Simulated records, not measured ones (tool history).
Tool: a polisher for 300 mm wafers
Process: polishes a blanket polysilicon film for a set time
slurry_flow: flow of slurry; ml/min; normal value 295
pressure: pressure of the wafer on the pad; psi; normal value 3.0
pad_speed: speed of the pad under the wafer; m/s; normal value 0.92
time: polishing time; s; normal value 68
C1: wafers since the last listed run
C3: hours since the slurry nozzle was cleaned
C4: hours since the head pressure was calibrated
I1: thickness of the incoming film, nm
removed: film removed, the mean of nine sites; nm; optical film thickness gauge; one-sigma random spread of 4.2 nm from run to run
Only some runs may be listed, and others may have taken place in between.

run 1 hour=0.0 | slurry_flow=360 pressure=3.0 pad_speed=0.92 time=68 | C1=0 wafers_polished_on_this_pad=2056 C3=36.0 C4=98.4 | I1=2132.2 | removed=468.1
run 2 hour=53.2 | slurry_flow=360 pressure=3.0 pad_speed=0.92 time=68 | C1=311 wafers_polished_on_this_pad=2367 C3=89.2 C4=151.6 | I1=2133.2 | removed=463.2
run 3 hour=122.7 | slurry_flow=295 pressure=3.0 pad_speed=0.92 time=80 | C1=406 wafers_polished_on_this_pad=2774 C3=158.7 C4=221.1 | I1=2131.9 | removed=551.3
-- hour=131.6 worn pad replaced by a new one
run 4 hour=175.2 | slurry_flow=295 pressure=3.0 pad_speed=0.92 time=80 | C1=283 wafers_polished_on_this_pad=255 C3=211.2 C4=273.6 | I1=2099.0 | removed=546.2
run 5 hour=219.8 | slurry_flow=295 pressure=3.0 pad_speed=0.92 time=60 | C1=261 wafers_polished_on_this_pad=516 C3=255.8 C4=318.2 | I1=2113.2 | removed=407.4
run 6 hour=288.2 | slurry_flow=295 pressure=3.0 pad_speed=0.92 time=60 | C1=400 wafers_polished_on_this_pad=916 C3=324.2 C4=386.6 | I1=2123.9 | removed=408.5
run 7 hour=323.9 | slurry_flow=345 pressure=3.0 pad_speed=0.92 time=68 | C1=208 wafers_polished_on_this_pad=1125 C3=359.9 C4=422.3 | I1=2081.7 | removed=477.8
run 8 hour=352.7 | slurry_flow=240 pressure=3.0 pad_speed=0.92 time=68 | C1=168 wafers_polished_on_this_pad=1294 C3=388.7 C4=451.1 | I1=2149.6 | removed=451.6
run 9 hour=412.4 | slurry_flow=240 pressure=3.0 pad_speed=0.92 time=68 | C1=349 wafers_polished_on_this_pad=1643 C3=448.4 C4=510.8 | I1=2063.2 | removed=450.7
-- hour=554.8 worn pad replaced by a new one
run 10 hour=560.0 | slurry_flow=240 pressure=3.0 pad_speed=0.92 time=68 | C1=840 wafers_polished_on_this_pad=30 C3=596.0 C4=658.4 | I1=2135.4 | removed=447.4
-- hour=610.3 slurry nozzle cleaned
run 11 hour=620.8 | slurry_flow=295 pressure=3.0 pad_speed=0.92 time=68 | C1=350 wafers_polished_on_this_pad=380 C3=10.5 C4=719.2 | I1=2148.7 | removed=475.4
run 12 hour=661.9 | slurry_flow=295 pressure=3.0 pad_speed=0.92 time=68 | C1=240 wafers_polished_on_this_pad=621 C3=51.6 C4=760.3 | I1=2116.2 | removed=481.5
-- hour=670.1 head pressure recalibrated
run 13 hour=698.4 | slurry_flow=295 pressure=3.0 pad_speed=0.92 time=68 | C1=201 wafers_polished_on_this_pad=823 C3=88.1 C4=28.3 | I1=2099.5 | removed=450.8
run 14 hour=756.8 | slurry_flow=295 pressure=3.0 pad_speed=0.92 time=68 | C1=341 wafers_polished_on_this_pad=1164 C3=146.5 C4=86.7 | I1=2141.9 | removed=458.8
run 15 hour=797.0 | slurry_flow=340 pressure=3.0 pad_speed=1.16 time=68 | C1=235 wafers_polished_on_this_pad=1400 C3=186.7 C4=126.9 | I1=2115.6 | removed=594.2
run 16 hour=822.5 | slurry_flow=340 pressure=3.0 pad_speed=1.16 time=68 | C1=149 wafers_polished_on_this_pad=1549 C3=212.2 C4=152.4 | I1=2127.3 | removed=595.5
run 17 hour=878.7 | slurry_flow=295 pressure=3.0 pad_speed=0.92 time=80 | C1=328 wafers_polished_on_this_pad=1878 C3=268.4 C4=208.6 | I1=2141.2 | removed=552.2
-- hour=1008.2 worn pad replaced by a new one
run 18 hour=1090.8 | slurry_flow=295 pressure=3.0 pad_speed=0.92 time=68 | C1=1218 wafers_polished_on_this_pad=483 C3=480.5 C4=420.7 | I1=2136.7 | removed=458.6
run 19 hour=1133.2 | slurry_flow=255 pressure=2.5 pad_speed=1.08 time=78 | C1=248 wafers_polished_on_this_pad=731 C3=522.9 C4=463.1 | I1=2125.4 | removed=508.6
run 20 hour=1177.8 | slurry_flow=340 pressure=3.6 pad_speed=0.72 time=48 | C1=261 wafers_polished_on_this_pad=992 C3=567.5 C4=507.7 | I1=2128.9 | removed=317.8
run 21 hour=1221.6 | slurry_flow=385 pressure=2.1 pad_speed=0.92 time=68 | C1=256 wafers_polished_on_this_pad=1249 C3=611.3 C4=551.5 | I1=2097.9 | removed=334.2
run 22 hour=1246.2 | slurry_flow=295 pressure=3.0 pad_speed=0.92 time=68 | C1=143 wafers_polished_on_this_pad=1393 C3=635.9 C4=576.1 | I1=2108.0 | removed=466.1
run 23 hour=1304.7 | slurry_flow=370 pressure=2.5 pad_speed=0.92 time=68 | C1=342 wafers_polished_on_this_pad=1735 C3=694.4 C4=634.6 | I1=2098.5 | removed=400.4
run 24 hour=1338.9 | slurry_flow=340 pressure=3.0 pad_speed=0.76 time=68 | C1=200 wafers_polished_on_this_pad=1935 C3=728.6 C4=668.8 | I1=2132.6 | removed=386.4
run 25 hour=1365.9 | slurry_flow=255 pressure=2.5 pad_speed=1.08 time=78 | C1=158 wafers_polished_on_this_pad=2094 C3=755.6 C4=695.8 | I1=2106.0 | removed=507.8
-- hour=1400.0 head pressure recalibrated
-- hour=1409.1 slurry nozzle cleaned
-- hour=1415.7 worn pad replaced by a new one
run 26 hour=1436.2 | slurry_flow=295 pressure=2.0 pad_speed=0.92 time=89 | C1=370 wafers_polished_on_this_pad=120 C3=27.1 C4=36.2 | I1=2125.8 | removed=399.5
run 27 hour=1473.2 | slurry_flow=265 pressure=4.0 pad_speed=0.80 time=68 | C1=216 wafers_polished_on_this_pad=336 C3=64.1 C4=73.2 | I1=2155.0 | removed=531.8
run 28 hour=1527.0 | slurry_flow=295 pressure=3.0 pad_speed=0.92 time=68 | C1=314 wafers_polished_on_this_pad=651 C3=117.9 C4=127.0 | I1=2145.8 | removed=473.8
run 29 hour=1583.4 | slurry_flow=340 pressure=3.0 pad_speed=0.92 time=54 | C1=330 wafers_polished_on_this_pad=981 C3=174.3 C4=183.4 | I1=2092.0 | removed=382.3
run 30 hour=1609.6 | slurry_flow=230 pressure=3.0 pad_speed=0.92 time=48 | C1=153 wafers_polished_on_this_pad=1135 C3=200.5 C4=209.6 | I1=2096.3 | removed=324.5
run 31 hour=1649.4 | slurry_flow=370 pressure=3.8 pad_speed=0.62 time=83 | C1=232 wafers_polished_on_this_pad=1368 C3=240.3 C4=249.4 | I1=2119.9 | removed=507.8
run 32 hour=1854.3 | slurry_flow=370 pressure=4.0 pad_speed=0.92 time=87 | C1=1199 wafers_polished_on_this_pad=2567 C3=445.2 C4=454.3 | I1=2105.7 | removed=827.1
-- hour=1894.8 worn pad replaced by a new one
run 33 hour=1922.6 | slurry_flow=365 pressure=3.0 pad_speed=0.92 time=86 | C1=376 wafers_polished_on_this_pad=162 C3=513.5 C4=522.6 | I1=2085.8 | removed=610.6
run 34 hour=1950.0 | slurry_flow=295 pressure=3.0 pad_speed=1.00 time=61 | C1=160 wafers_polished_on_this_pad=323 C3=540.9 C4=550.0 | I1=2113.9 | removed=462.4
run 35 hour=1985.0 | slurry_flow=295 pressure=3.0 pad_speed=0.92 time=68 | C1=204 wafers_polished_on_this_pad=528 C3=575.9 C4=585.0 | I1=2119.8 | removed=479.7
run 36 hour=2041.9 | slurry_flow=330 pressure=3.9 pad_speed=0.92 time=88 | C1=333 wafers_polished_on_this_pad=861 C3=632.8 C4=641.9 | I1=2105.2 | removed=803.2

5 ways to go on from here, each from the tool as it stands after run 36. What would each give?
run A hour=2042.3 | slurry_flow=295 pressure=2.6 pad_speed=0.92 time=68 | C1=2 wafers_polished_on_this_pad=863 C3=633.2 C4=642.3 | I1=2114.4 | removed=?
run B hour=2042.3 | slurry_flow=325 pressure=3.0 pad_speed=0.92 time=68 | C1=2 wafers_polished_on_this_pad=863 C3=633.2 C4=642.3 | I1=2114.4 | removed=?
run C hour=2042.3 | slurry_flow=245 pressure=2.5 pad_speed=0.92 time=68 | C1=2 wafers_polished_on_this_pad=863 C3=633.2 C4=642.3 | I1=2114.4 | removed=?
run D hour=2042.3 | slurry_flow=200 pressure=3.0 pad_speed=0.92 time=68 | C1=2 wafers_polished_on_this_pad=863 C3=633.2 C4=642.3 | I1=2114.4 | removed=?
run E hour=2042.3 | slurry_flow=295 pressure=3.9 pad_speed=0.92 time=86 | C1=2 wafers_polished_on_this_pad=863 C3=633.2 C4=642.3 | I1=2114.4 | removed=?

run=A removed=404.9
run=B removed=473.0
run=C removed=379.0
run=D removed=439.4
run=E removed=768.2
Without the tool's unlogged condition, the same runs would have read:
run=A removed=390.9
run=B removed=454.8
run=C removed=369.2
run=D removed=432.9
run=E removed=741.6

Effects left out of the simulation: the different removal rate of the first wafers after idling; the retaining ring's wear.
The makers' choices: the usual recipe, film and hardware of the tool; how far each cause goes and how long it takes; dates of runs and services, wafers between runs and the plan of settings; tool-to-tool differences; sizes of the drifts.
